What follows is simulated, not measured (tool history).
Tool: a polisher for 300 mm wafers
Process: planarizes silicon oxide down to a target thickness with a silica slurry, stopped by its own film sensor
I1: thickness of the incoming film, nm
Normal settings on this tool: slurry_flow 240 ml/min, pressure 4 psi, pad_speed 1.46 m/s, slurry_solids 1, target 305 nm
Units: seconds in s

Run 1, hour 0: usual settings; I1 592.9. Result: seconds 74.2 s.
At hour 7.8: slurry nozzle cleaned.
Run 2, hour 31.8: usual settings but slurry_flow 305 ml/min; I1 606.9. Result: seconds 78.2 s.
Run 3, hour 71.5: usual settings; I1 604.6. Result: seconds 77.3 s.
At hour 107.8: conditioning disc replaced and pad reconditioned.
Run 4, hour 129: usual settings; I1 604.2. Result: seconds 76.6 s.
At hour 156.8: slurry blender recalibrated.
Run 5, hour 191.2: usual settings; I1 589.3. Result: seconds 66.8 s.
At hour 200.9: head pressure recalibrated.
Run 6, hour 215.9: usual settings; I1 599.4. Result: seconds 73.5 s.
Run 7, hour 246.9: usual settings but pressure 3.2 psi; I1 596.9. Result: seconds 89.3 s.
At hour 294.2: worn pad replaced by a new one.
Run 8, hour 298.8: usual settings but pressure 3.2 psi; I1 604.8. Result: seconds 94.6 s.
Run 9, hour 355.6: usual settings but pressure 3.2 psi; I1 594.5. Result: seconds 90.9 s.
Run 10, hour 404.7: usual settings but slurry_flow 310 ml/min; I1 612.4. Result: seconds 79.2 s.
Run 11, hour 453.6: usual settings; I1 597.1. Result: seconds 78.1 s.
At hour 471.4: slurry blender recalibrated.
At hour 491.5: slurry nozzle cleaned.
At hour 493.4: conditioning disc replaced and pad reconditioned.
Run 12, hour 522.7: usual settings but slurry_flow 315 ml/min, pad_speed 1.96 m/s, slurry_solids 1.2, target 237 nm; I1 600.6. Result: seconds 62.1 s.
Run 13, hour 551.4: usual settings but slurry_flow 290 ml/min; I1 594. Result: seconds 72.1 s.
At hour 598.8: worn pad replaced by a new one.
Run 14, hour 706.9: usual settings; I1 595.1. Result: seconds 76.3 s.
Run 15, hour 778.7: usual settings but slurry_solids 0.75, target 231 nm; I1 596.5. Result: seconds 114 s.
At hour 799.4: slurry blender recalibrated.
At hour 805.8: conditioning disc replaced and pad reconditioned.
Run 16, hour 824.7: usual settings but slurry_flow 285 ml/min, pressure 3.6 psi, target 278 nm; I1 611.3. Result: seconds 88.3 s.
Run 17, hour 947.3: usual settings but slurry_solids 0.7, target 222 nm; I1 605.4. Result: seconds 118.6 s.
At hour 984.7: worn pad replaced by a new one.
Run 18, hour 993.6: usual settings but pressure 3.1 psi, target 332 nm; I1 595. Result: seconds 85 s.
At hour 1002.7: slurry nozzle cleaned.
Run 19, hour 1024.5: usual settings but pad_speed 1.58 m/s, slurry_solids 1.1; I1 609.2. Result: seconds 71.3 s.
Run 20, hour 1078.8: usual settings but pressure 3.3 psi, slurry_solids 0.8, target 385 nm; I1 596.5. Result: seconds 75.2 s.
Run 21, hour 1139.3: usual settings but slurry_flow 270 ml/min; I1 593.6. Result: seconds 77.6 s.
At hour 1145.8: conditioning disc replaced and pad reconditioned.
At hour 1170: slurry blender recalibrated.
Run 22, hour 1195.8: usual settings but pressure 3.3 psi; I1 600.2. Result: seconds 91.2 s.
Run 23, hour 1248.9: usual settings but slurry_flow 165 ml/min; I1 605. Result: seconds 76.1 s.
Run 24, hour 1302.2: usual settings but pressure 3.6 psi, slurry_solids 0.75; I1 605.6. Result: seconds 97.9 s.
At hour 1368.4: worn pad replaced by a new one.
Run 25, hour 1368.9: usual settings but slurry_flow 195 ml/min, pad_speed 1.16 m/s, slurry_solids 1.25, target 373 nm; I1 600.4. Result: seconds 66.2 s.

Hidden state, per run?
removal rate lost through wear of the pad, %: 0 at every run
slurry flow missing at the pad, %: 0 at every run
deviation of the head's pressure from its setpoint, %: 0 at every run
time polished since the conditioner stopped cutting, s: 0 at every run
H1: abrasive missing from the slurry, %
run    H1
  1  10.8
  2  12.4
  3  14.5
  4  17.6
  5  1.99
  6  3.29
  7  4.92
  8  7.65
  9  10.6
 10  13.2
 11  15.8
 12  3.24
 13  4.75
 14  12.9
 15  16.7
 16  1.67
 17  8.12
 18  10.6
 19  12.2
 20    15
 21  18.2
 22  3.11
 23   5.9
 24   8.7
 25  12.2

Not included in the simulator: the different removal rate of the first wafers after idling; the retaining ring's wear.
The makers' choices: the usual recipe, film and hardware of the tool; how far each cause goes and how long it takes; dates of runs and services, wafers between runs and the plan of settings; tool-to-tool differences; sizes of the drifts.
